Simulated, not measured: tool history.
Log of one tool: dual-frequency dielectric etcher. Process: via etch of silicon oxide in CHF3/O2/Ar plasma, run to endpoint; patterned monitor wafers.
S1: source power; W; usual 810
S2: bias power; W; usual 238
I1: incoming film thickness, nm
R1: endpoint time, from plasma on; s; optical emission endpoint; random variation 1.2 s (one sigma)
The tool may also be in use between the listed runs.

run,hour,S1,S2,I1,R1
1,0,810,238,542.2,212.8
2,49.3,890,238,542.6,211.4
3,94.4,890,238,533.2,204.4
4,129.2,920,238,531.3,204.5
5,158.7,810,238,538.9,216
6,185,810,238,541.6,216.3
7,244.6,810,238,541.4,217.6
8,299.5,810,238,539.3,216.8
# hour 305.8: source power generator calibrated
# hour 338.7: upper electrode replaced
# hour 345: wet clean of the chamber
9,345.5,810,238,536.4,206.7
10,368.6,810,238,542.4,210.1
# hour 376.5: bias power generator calibrated
11,424.9,940,182,540.1,219.3
12,454.4,650,189,537.1,239.2
13,501.8,810,238,542.2,215.1
14,536.5,760,197,537.1,225.6
15,589.6,810,193,539.8,228.1
16,652.9,810,238,539.3,213.6
17,710.2,670,283,536.8,210.2
18,747.2,1010,185,538,223.5
19,797.8,1000,269,543.4,197.3
20,866.3,640,238,534.8,228.8
21,925.2,980,238,535,205.5

Forecast each of these 4 alternatives for the next run:
A,925.7,810,282,541.4,?
B,925.7,810,200,541.4,?
C,925.7,640,294,541.4,?
D,925.7,900,282,541.4,?

run,R1
A,205.6
B,231.5
C,214.1
D,200.2
Without the tool's hidden state the same runs would have given:
run,R1
A,195.4
B,220.1
C,203.5
D,190.3
